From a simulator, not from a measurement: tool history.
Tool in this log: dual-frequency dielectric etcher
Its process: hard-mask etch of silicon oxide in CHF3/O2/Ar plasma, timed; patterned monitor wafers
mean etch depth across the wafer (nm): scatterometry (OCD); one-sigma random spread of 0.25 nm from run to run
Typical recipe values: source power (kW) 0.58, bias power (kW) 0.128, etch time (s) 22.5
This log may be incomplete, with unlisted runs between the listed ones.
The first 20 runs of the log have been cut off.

run,hour,source power (kW),bias power (kW),etch time (s),wafers since the last listed run,hours since the last wet clean,hours since the last source power generator calibration,hours since the last bias power generator calibration,hours since the last upper electrode change,hours since the gauge calibration,"read-back reference wafer on the same gauge, depth_nm",mean etch depth across the wafer (nm)
21,1114.9,0.58,0.128,22.5,2438,189.7,804.6,748.5,220.7,1268.2,46.41,45.75
22,1151.4,0.63,0.15,16.5,580,226.2,841.1,785,257.2,1304.7,46.38,37.1
23,1204.9,0.58,0.141,22.5,850,279.7,894.6,838.5,310.7,1358.2,46.48,47.64
24,1247.6,0.58,0.128,22.5,679,322.4,937.3,881.2,353.4,1400.9,46.4,46.33
25,1286.3,0.58,0.128,22.5,615,361.1,976,919.9,392.1,1439.6,46.41,46.74
26,1351.3,0.69,0.1,18,1033,426.1,1041,984.9,457.1,1504.6,46.43,38.06
# hour 1376.7: wet clean of the chamber
27,1401.4,0.58,0.128,22.5,415,24.7,1091.1,1035,507.2,1554.7,46.39,45.58
28,1438.3,0.63,0.113,16,586,61.6,1128,1071.9,544.1,1591.6,46.34,32.64
29,1470.8,0.53,0.148,22.5,516,94.1,1160.5,1104.4,576.6,1624.1,46.31,45.56
30,1542.7,0.45,0.128,22.5,1143,166,1232.4,1176.3,648.5,1696,46.49,38.65

Each row is a separate what-if for the run after 30, all from the same tool condition, not one after another. Results?
A,1543.1,0.58,0.128,22.5,6,166.4,1232.8,1176.7,648.9,1696.4,?,?
B,1543.1,0.7,0.118,17,6,166.4,1232.8,1176.7,648.9,1696.4,?,?
C,1543.1,0.58,0.098,26.5,6,166.4,1232.8,1176.7,648.9,1696.4,?,?
D,1543.1,0.48,0.145,22.5,6,166.4,1232.8,1176.7,648.9,1696.4,?,?

run,"read-back reference wafer on the same gauge, depth_nm",mean etch depth across the wafer (nm)
A,46.51,46.06
B,46.51,37.97
C,46.51,50
D,46.51,42.32
Stripped of hidden state, with their random variation kept, the same runs would have yielded:
run,mean etch depth across the wafer (nm)
A,45.8
B,37.76
C,49.72
D,42.08
